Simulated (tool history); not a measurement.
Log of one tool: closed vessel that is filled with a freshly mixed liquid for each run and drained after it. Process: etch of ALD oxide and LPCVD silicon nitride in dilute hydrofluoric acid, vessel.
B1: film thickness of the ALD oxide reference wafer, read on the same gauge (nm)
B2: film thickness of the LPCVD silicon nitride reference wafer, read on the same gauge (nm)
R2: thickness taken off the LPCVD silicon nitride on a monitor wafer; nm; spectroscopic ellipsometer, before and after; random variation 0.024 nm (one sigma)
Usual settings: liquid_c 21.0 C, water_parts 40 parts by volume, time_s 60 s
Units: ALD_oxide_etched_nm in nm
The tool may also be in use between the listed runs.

run 1 hour=0.0 | liquid_c=18.5 water_parts=40 time_s=60 | B1=81.55 B2=112.095 | ALD_oxide_etched_nm=16.18 R2=0.454
run 2 hour=36.5 | liquid_c=18.5 water_parts=40 time_s=60 | B1=81.71 B2=112.369 | ALD_oxide_etched_nm=16.08 R2=0.414
-- hour=122.5 hydrofluoric acid flow meter replaced
run 3 hour=194.0 | liquid_c=21.0 water_parts=40 time_s=60 | B1=82.28 B2=113.131 | ALD_oxide_etched_nm=18.07 R2=0.549
run 4 hour=255.7 | liquid_c=21.0 water_parts=40 time_s=60 | B1=82.46 B2=113.365 | ALD_oxide_etched_nm=17.97 R2=0.530
run 5 hour=300.9 | liquid_c=21.0 water_parts=40 time_s=60 | B1=82.54 B2=113.481 | ALD_oxide_etched_nm=18.00 R2=0.540
run 6 hour=358.4 | liquid_c=21.0 water_parts=40 time_s=60 | B1=82.69 B2=113.669 | ALD_oxide_etched_nm=18.17 R2=0.520
run 7 hour=410.6 | liquid_c=21.0 water_parts=40 time_s=60 | B1=82.76 B2=113.828 | ALD_oxide_etched_nm=18.26 R2=0.517
run 8 hour=458.3 | liquid_c=21.0 water_parts=40 time_s=60 | B1=82.86 B2=113.930 | ALD_oxide_etched_nm=18.16 R2=0.543
run 9 hour=521.2 | liquid_c=22.5 water_parts=55 time_s=60 | B1=82.92 B2=114.050 | ALD_oxide_etched_nm=13.66 R2=0.482
run 10 hour=559.8 | liquid_c=25.0 water_parts=40 time_s=60 | B1=82.98 B2=114.116 | ALD_oxide_etched_nm=21.49 R2=0.733
run 11 hour=613.8 | liquid_c=17.0 water_parts=25 time_s=85 | B1=83.00 B2=114.154 | ALD_oxide_etched_nm=35.54 R2=0.879
run 12 hour=642.0 | liquid_c=21.0 water_parts=40 time_s=60 | B1=83.02 B2=114.202 | ALD_oxide_etched_nm=18.51 R2=0.587
run 13 hour=670.5 | liquid_c=23.5 water_parts=40 time_s=60 | B1=83.09 B2=114.248 | ALD_oxide_etched_nm=20.54 R2=0.659
run 14 hour=726.1 | liquid_c=17.0 water_parts=30 time_s=50 | B1=83.10 B2=114.320 | ALD_oxide_etched_nm=17.07 R2=0.466
-- hour=765.9 hydrofluoric acid flow meter replaced
run 15 hour=793.0 | liquid_c=26.0 water_parts=40 time_s=60 | B1=83.17 B2=114.321 | ALD_oxide_etched_nm=22.60 R2=0.813
-- hour=810.8 thermometer replaced
run 16 hour=836.4 | liquid_c=17.0 water_parts=40 time_s=60 | B1=83.19 B2=114.404 | ALD_oxide_etched_nm=15.58 R2=0.430
run 17 hour=899.4 | liquid_c=17.0 water_parts=25 time_s=85 | B1=83.22 B2=114.439 | ALD_oxide_etched_nm=35.72 R2=0.902
run 18 hour=939.6 | liquid_c=17.0 water_parts=30 time_s=30 | B1=83.21 B2=114.446 | ALD_oxide_etched_nm=10.29 R2=0.264
-- hour=952.1 gauge calibrated
run 19 hour=1010.9 | liquid_c=19.0 water_parts=40 time_s=60 | B1=80.24 B2=110.315 | ALD_oxide_etched_nm=16.11 R2=0.470
run 20 hour=1206.7 | liquid_c=21.0 water_parts=40 time_s=80 | B1=81.53 B2=112.134 | ALD_oxide_etched_nm=23.76 R2=0.738

4 ways to go on from here, each from the tool as it stands after run 20. What would each give?
run A hour=1207.4 | liquid_c=21.0 water_parts=40 time_s=60 | B1=? B2=? | ALD_oxide_etched_nm=? R2=?
run B hour=1207.4 | liquid_c=26.0 water_parts=20 time_s=70 | B1=? B2=? | ALD_oxide_etched_nm=? R2=?
run C hour=1207.4 | liquid_c=21.0 water_parts=50 time_s=30 | B1=? B2=? | ALD_oxide_etched_nm=? R2=?
run D hour=1207.4 | liquid_c=21.0 water_parts=40 time_s=30 | B1=? B2=? | ALD_oxide_etched_nm=? R2=?

run=A B1=81.55 B2=112.146 ALD_oxide_etched_nm=17.76 R2=0.524
run=B B1=81.55 B2=112.146 ALD_oxide_etched_nm=52.52 R2=1.679
run=C B1=81.55 B2=112.146 ALD_oxide_etched_nm=7.02 R2=0.211
run=D B1=81.55 B2=112.146 ALD_oxide_etched_nm=8.88 R2=0.262
Without the tool's hidden state the same runs would have given:
run=A ALD_oxide_etched_nm=17.42 R2=0.514
run=B ALD_oxide_etched_nm=51.51 R2=1.647
run=C ALD_oxide_etched_nm=6.88 R2=0.207
run=D ALD_oxide_etched_nm=8.71 R2=0.257
